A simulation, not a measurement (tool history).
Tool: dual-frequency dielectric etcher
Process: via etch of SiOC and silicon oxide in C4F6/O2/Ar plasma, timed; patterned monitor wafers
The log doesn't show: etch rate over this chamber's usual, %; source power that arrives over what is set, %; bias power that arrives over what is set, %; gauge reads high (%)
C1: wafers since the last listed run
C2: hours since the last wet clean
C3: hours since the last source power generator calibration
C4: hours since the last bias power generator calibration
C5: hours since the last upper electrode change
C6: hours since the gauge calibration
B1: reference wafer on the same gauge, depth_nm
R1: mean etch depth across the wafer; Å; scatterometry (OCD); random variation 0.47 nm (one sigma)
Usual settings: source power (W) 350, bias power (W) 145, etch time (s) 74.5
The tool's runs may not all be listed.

run 1 hour=0 | source_power_(W)=350 bias_power_(W)=145 etch_time_(s)=74.5 | C1=0 C2=161.5 C3=4561.2 C4=3792.4 C5=5561.4 C6=382.5 | B1=69.4 | R1=767
run 2 hour=37 | source_power_(W)=350 bias_power_(W)=145 etch_time_(s)=74.5 | C1=517 C2=198.5 C3=4598.2 C4=3829.4 C5=5598.4 C6=419.5 | B1=69.2 | R1=767
run 3 hour=67.3 | source_power_(W)=350 bias_power_(W)=145 etch_time_(s)=74.5 | C1=423 C2=228.8 C3=4628.5 C4=3859.7 C5=5628.7 C6=449.8 | B1=69.5 | R1=761
run 4 hour=100.7 | source_power_(W)=350 bias_power_(W)=145 etch_time_(s)=74.5 | C1=467 C2=262.2 C3=4661.9 C4=3893.1 C5=5662.1 C6=483.2 | B1=69.5 | R1=754
run 5 hour=129.3 | source_power_(W)=350 bias_power_(W)=145 etch_time_(s)=74.5 | C1=399 C2=290.8 C3=4690.5 C4=3921.7 C5=5690.7 C6=511.8 | B1=69.3 | R1=754
run 6 hour=154.8 | source_power_(W)=350 bias_power_(W)=145 etch_time_(s)=74.5 | C1=356 C2=316.3 C3=4716 C4=3947.2 C5=5716.2 C6=537.3 | B1=69.2 | R1=754
run 7 hour=180.7 | source_power_(W)=350 bias_power_(W)=145 etch_time_(s)=74.5 | C1=362 C2=342.2 C3=4741.9 C4=3973.1 C5=5742.1 C6=563.2 | B1=69.3 | R1=743
run 8 hour=246.1 | source_power_(W)=350 bias_power_(W)=161 etch_time_(s)=74.5 | C1=914 C2=407.6 C3=4807.3 C4=4038.5 C5=5807.5 C6=628.6 | B1=69.5 | R1=765
run 9 hour=307.1 | source_power_(W)=350 bias_power_(W)=161 etch_time_(s)=74.5 | C1=853 C2=468.6 C3=4868.3 C4=4099.5 C5=5868.5 C6=689.6 | B1=69.1 | R1=768
run 10 hour=370.1 | source_power_(W)=350 bias_power_(W)=145 etch_time_(s)=74.5 | C1=881 C2=531.6 C3=4931.3 C4=4162.5 C5=5931.5 C6=752.6 | B1=69.3 | R1=730
run 11 hour=404.2 | source_power_(W)=350 bias_power_(W)=145 etch_time_(s)=74.5 | C1=476 C2=565.7 C3=4965.4 C4=4196.6 C5=5965.6 C6=786.7 | B1=69.4 | R1=732
-- hour=443 wet clean of the chamber
run 12 hour=452.7 | source_power_(W)=350 bias_power_(W)=145 etch_time_(s)=74.5 | C1=342 C2=9.7 C3=5013.9 C4=4245.1 C5=6014.1 C6=835.2 | B1=69.3 | R1=767
-- hour=481.8 source power generator calibrated
-- hour=521.6 upper electrode replaced
run 13 hour=522.1 | source_power_(W)=350 bias_power_(W)=145 etch_time_(s)=74.5 | C1=578 C2=79.1 C3=40.3 C4=4314.5 C5=0.5 C6=904.6 | B1=69.6 | R1=759
run 14 hour=556.4 | source_power_(W)=350 bias_power_(W)=145 etch_time_(s)=74.5 | C1=479 C2=113.4 C3=74.6 C4=4348.8 C5=34.8 C6=938.9 | B1=69.3 | R1=761
run 15 hour=595.9 | source_power_(W)=350 bias_power_(W)=145 etch_time_(s)=91.5 | C1=552 C2=152.9 C3=114.1 C4=4388.3 C5=74.3 C6=978.4 | B1=69.5 | R1=929
run 16 hour=648.4 | source_power_(W)=350 bias_power_(W)=145 etch_time_(s)=74.5 | C1=734 C2=205.4 C3=166.6 C4=4440.8 C5=126.8 C6=1030.9 | B1=69.4 | R1=750
run 17 hour=696.1 | source_power_(W)=440 bias_power_(W)=145 etch_time_(s)=74.5 | C1=667 C2=253.1 C3=214.3 C4=4488.5 C5=174.5 C6=1078.6 | B1=69.3 | R1=838
-- hour=751.7 bias power generator calibrated
run 18 hour=759.9 | source_power_(W)=350 bias_power_(W)=145 etch_time_(s)=74.5 | C1=836 C2=316.9 C3=278.1 C4=8.2 C5=238.3 C6=1142.4 | B1=69.5 | R1=745
-- hour=771.7 gauge calibrated
run 19 hour=807.7 | source_power_(W)=350 bias_power_(W)=165 etch_time_(s)=74.5 | C1=668 C2=364.7 C3=325.9 C4=56 C5=286.1 C6=36 | B1=69.1 | R1=768
run 20 hour=906.6 | source_power_(W)=310 bias_power_(W)=126 etch_time_(s)=86 | C1=1383 C2=463.6 C3=424.8 C4=154.9 C5=385 C6=134.9 | B1=69.4 | R1=770
run 21 hour=954.7 | source_power_(W)=300 bias_power_(W)=122 etch_time_(s)=57 | C1=672 C2=511.7 C3=472.9 C4=203 C5=433.1 C6=183 | B1=69.3 | R1=500
run 22 hour=1020.4 | source_power_(W)=350 bias_power_(W)=160 etch_time_(s)=74.5 | C1=918 C2=577.4 C3=538.6 C4=268.7 C5=498.8 C6=248.7 | B1=69.4 | R1=743
-- hour=1049.3 wet clean of the chamber
run 23 hour=1085 | source_power_(W)=350 bias_power_(W)=145 etch_time_(s)=82 | C1=567 C2=35.7 C3=603.2 C4=333.3 C5=563.4 C6=313.3 | B1=69.2 | R1=848
run 24 hour=1145.8 | source_power_(W)=300 bias_power_(W)=123 etch_time_(s)=66.5 | C1=850 C2=96.5 C3=664 C4=394.1 C5=624.2 C6=374.1 | B1=69.2 | R1=614

Forecast each of these 5 alternatives for the next run:
run A hour=1146.2 | source_power_(W)=350 bias_power_(W)=145 etch_time_(s)=74.5 | C1=5 C2=96.9 C3=664.4 C4=394.5 C5=624.6 C6=374.5 | B1=? | R1=?
run B hour=1146.2 | source_power_(W)=430 bias_power_(W)=119 etch_time_(s)=65 | C1=5 C2=96.9 C3=664.4 C4=394.5 C5=624.6 C6=374.5 | B1=? | R1=?
run C hour=1146.2 | source_power_(W)=310 bias_power_(W)=157 etch_time_(s)=63 | C1=5 C2=96.9 C3=664.4 C4=394.5 C5=624.6 C6=374.5 | B1=? | R1=?
run D hour=1146.2 | source_power_(W)=290 bias_power_(W)=171 etch_time_(s)=54 | C1=5 C2=96.9 C3=664.4 C4=394.5 C5=624.6 C6=374.5 | B1=? | R1=?
run E hour=1146.2 | source_power_(W)=290 bias_power_(W)=145 etch_time_(s)=59 | C1=5 C2=96.9 C3=664.4 C4=394.5 C5=624.6 C6=374.5 | B1=? | R1=?

run=A B1=69.3 R1=766
run=B B1=69.3 R1=696
run=C B1=69.3 R1=626
run=D B1=69.3 R1=533
run=E B1=69.3 R1=557
Without the tool's hidden state the same runs would have given:
run=A R1=769
run=B R1=700
run=C R1=629
run=D R1=536
run=E R1=559
